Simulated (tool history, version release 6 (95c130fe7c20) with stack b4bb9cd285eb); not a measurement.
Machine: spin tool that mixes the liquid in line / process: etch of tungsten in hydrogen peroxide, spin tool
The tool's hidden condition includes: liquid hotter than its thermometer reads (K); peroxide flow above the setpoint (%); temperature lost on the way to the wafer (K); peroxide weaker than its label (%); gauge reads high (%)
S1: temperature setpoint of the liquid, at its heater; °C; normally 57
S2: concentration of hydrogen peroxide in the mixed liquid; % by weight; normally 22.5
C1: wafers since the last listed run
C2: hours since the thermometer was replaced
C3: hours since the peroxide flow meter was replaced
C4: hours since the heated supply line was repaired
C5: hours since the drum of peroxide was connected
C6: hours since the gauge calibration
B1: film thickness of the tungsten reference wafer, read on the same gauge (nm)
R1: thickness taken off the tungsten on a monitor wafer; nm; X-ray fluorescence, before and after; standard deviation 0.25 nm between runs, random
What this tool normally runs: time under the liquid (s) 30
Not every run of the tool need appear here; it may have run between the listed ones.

{"run": 1, "day": 0.0, "S1": 54, "S2": 22.5, "time under the liquid (s)": 30, "C1": 0, "C2": 865.1, "C3": 337.8, "C4": 2807.1, "C5": 337.8, "C6": 311.4, "B1": 70, "R1": 43.06}
{"run": 2, "day": 1.233, "S1": 54, "S2": 22.5, "time under the liquid (s)": 30, "C1": 467, "C2": 894.7, "C3": 367.4, "C4": 2836.7, "C5": 367.4, "C6": 341, "B1": 69.99, "R1": 42.86}
{"run": 3, "day": 3.675, "S1": 57, "S2": 27, "time under the liquid (s)": 30, "C1": 925, "C2": 953.3, "C3": 426, "C4": 2895.3, "C5": 426, "C6": 399.6, "B1": 70, "R1": 56.62}
{"run": 4, "day": 5.721, "S1": 57, "S2": 22.5, "time under the liquid (s)": 30, "C1": 775, "C2": 1002.4, "C3": 475.1, "C4": 2944.4, "C5": 475.1, "C6": 448.7, "B1": 70.01, "R1": 51.44}
{"run": 5, "day": 6.996, "S1": 57, "S2": 16.5, "time under the liquid (s)": 35, "C1": 483, "C2": 1033, "C3": 505.7, "C4": 2975, "C5": 505.7, "C6": 479.3, "B1": 70, "R1": 51.78}
{"run": 6, "day": 9.621, "S1": 57, "S2": 22.5, "time under the liquid (s)": 30, "C1": 994, "C2": 1096, "C3": 568.7, "C4": 3038, "C5": 568.7, "C6": 542.3, "B1": 69.99, "R1": 51.75}
{"run": 7, "day": 12.454, "S1": 66, "S2": 22.5, "time under the liquid (s)": 25, "C1": 1073, "C2": 1164, "C3": 636.7, "C4": 3106, "C5": 636.7, "C6": 610.3, "B1": 70, "R1": 72.13}
{"run": 8, "day": 14.488, "S1": 50, "S2": 16.5, "time under the liquid (s)": 40, "C1": 770, "C2": 1212.8, "C3": 685.5, "C4": 3154.8, "C5": 685.5, "C6": 659.1, "B1": 69.99, "R1": 38.75}
{"run": 9, "day": 15.938, "S1": 57, "S2": 22.5, "time under the liquid (s)": 50, "C1": 549, "C2": 1247.6, "C3": 720.3, "C4": 3189.6, "C5": 720.3, "C6": 693.9, "B1": 69.99, "R1": 85.98}
{"run": 10, "day": 18.675, "S1": 62.5, "S2": 22.5, "time under the liquid (s)": 35, "C1": 1037, "C2": 1313.3, "C3": 786, "C4": 3255.3, "C5": 786, "C6": 759.6, "B1": 70, "R1": 82.56}
{"day": 19.175, "done": "heated supply line repaired"}
{"day": 19.833, "done": "new drum of peroxide connected"}
{"run": 11, "day": 20.533, "S1": 57, "S2": 21, "time under the liquid (s)": 25, "C1": 672, "C2": 1357.9, "C3": 830.6, "C4": 32.6, "C5": 16.8, "C6": 804.2, "B1": 70, "R1": 41.45}
{"day": 22.129, "done": "thermometer replaced"}
{"run": 12, "day": 25.475, "S1": 50, "S2": 22.5, "time under the liquid (s)": 40, "C1": 1856, "C2": 80.3, "C3": 949.2, "C4": 151.2, "C5": 135.4, "C6": 922.8, "B1": 70.01, "R1": 45.48}
{"run": 13, "day": 28.225, "S1": 57, "S2": 19.5, "time under the liquid (s)": 50, "C1": 1042, "C2": 146.3, "C3": 1015.2, "C4": 217.2, "C5": 201.4, "C6": 988.8, "B1": 70, "R1": 80.23}
{"run": 14, "day": 29.929, "S1": 63.5, "S2": 27, "time under the liquid (s)": 20, "C1": 645, "C2": 187.2, "C3": 1056.1, "C4": 258.1, "C5": 242.3, "C6": 1029.7, "B1": 70.01, "R1": 54.96}
{"run": 15, "day": 31.333, "S1": 57, "S2": 17.5, "time under the liquid (s)": 20, "C1": 532, "C2": 220.9, "C3": 1089.8, "C4": 291.8, "C5": 276, "C6": 1063.4, "B1": 70, "R1": 30.69}
{"run": 16, "day": 32.762, "S1": 51, "S2": 28, "time under the liquid (s)": 15, "C1": 541, "C2": 255.2, "C3": 1124.1, "C4": 326.1, "C5": 310.3, "C6": 1097.7, "B1": 70.01, "R1": 20.37}
{"run": 17, "day": 35.533, "S1": 57, "S2": 25.5, "time under the liquid (s)": 15, "C1": 1049, "C2": 321.7, "C3": 1190.6, "C4": 392.6, "C5": 376.8, "C6": 1164.2, "B1": 70.01, "R1": 27.75}
{"run": 18, "day": 37.696, "S1": 59.5, "S2": 19.5, "time under the liquid (s)": 30, "C1": 819, "C2": 373.6, "C3": 1242.5, "C4": 444.5, "C5": 428.7, "C6": 1216.1, "B1": 70.01, "R1": 56.7}
{"run": 19, "day": 40.071, "S1": 62.5, "S2": 22.5, "time under the liquid (s)": 45, "C1": 899, "C2": 430.6, "C3": 1299.5, "C4": 501.5, "C5": 485.7, "C6": 1273.1, "B1": 70.01, "R1": 107.09}
{"run": 20, "day": 42.712, "S1": 62, "S2": 28.5, "time under the liquid (s)": 40, "C1": 1001, "C2": 494, "C3": 1362.9, "C4": 564.9, "C5": 549.1, "C6": 1336.5, "B1": 70, "R1": 103.96}
{"run": 21, "day": 43.796, "S1": 57, "S2": 22.5, "time under the liquid (s)": 30, "C1": 410, "C2": 520, "C3": 1388.9, "C4": 590.9, "C5": 575.1, "C6": 1362.5, "B1": 69.99, "R1": 52.74}
{"day": 45.912, "done": "peroxide flow meter replaced"}
{"run": 22, "day": 46.571, "S1": 57, "S2": 28, "time under the liquid (s)": 15, "C1": 1035, "C2": 586.6, "C3": 15.8, "C4": 657.5, "C5": 641.7, "C6": 1429.1, "B1": 70, "R1": 28.38}
{"run": 23, "day": 48.829, "S1": 57, "S2": 19, "time under the liquid (s)": 30, "C1": 855, "C2": 640.8, "C3": 70, "C4": 711.7, "C5": 695.9, "C6": 1483.3, "B1": 70, "R1": 46.9}
{"run": 24, "day": 51.496, "S1": 59.5, "S2": 25.5, "time under the liquid (s)": 40, "C1": 1010, "C2": 704.8, "C3": 134, "C4": 775.7, "C5": 759.9, "C6": 1547.3, "B1": 70, "R1": 83.22}
{"run": 25, "day": 53.138, "S1": 64.5, "S2": 20, "time under the liquid (s)": 35, "C1": 622, "C2": 744.2, "C3": 173.4, "C4": 815.1, "C5": 799.3, "C6": 1586.7, "B1": 69.99, "R1": 87.33}
{"day": 54.183, "done": "new drum of peroxide connected"}
{"run": 26, "day": 54.296, "S1": 57, "S2": 27.5, "time under the liquid (s)": 50, "C1": 423, "C2": 772, "C3": 201.2, "C4": 842.9, "C5": 2.7, "C6": 1614.5, "B1": 70.01, "R1": 94.17}
{"run": 27, "day": 56.767, "S1": 66, "S2": 27.5, "time under the liquid (s)": 40, "C1": 936, "C2": 831.3, "C3": 260.5, "C4": 902.2, "C5": 62, "C6": 1673.8, "B1": 70.01, "R1": 125.91}

Run-by-run hidden state of the tool:
liquid hotter than its thermometer reads (K): 0 in every run
temperature lost on the way to the wafer (K): 0 in every run
peroxide weaker than its label (%): 0 in every run
gauge reads high (%): 0 in every run
H1: peroxide flow above the setpoint (%)
run=1 H1=1.58
run=2 H1=1.7
run=3 H1=1.93
run=4 H1=2.12
run=5 H1=2.24
run=6 H1=2.49
run=7 H1=2.76
run=8 H1=2.95
run=9 H1=3.09
run=10 H1=3.35
run=11 H1=3.52
run=12 H1=3.99
run=13 H1=4.25
run=14 H1=4.41
run=15 H1=4.54
run=16 H1=4.68
run=17 H1=4.94
run=18 H1=5.14
run=19 H1=5.37
run=20 H1=5.62
run=21 H1=5.72
run=22 H1=0.273
run=23 H1=0.486
run=24 H1=0.738
run=25 H1=0.893
run=26 H1=1
run=27 H1=1.24
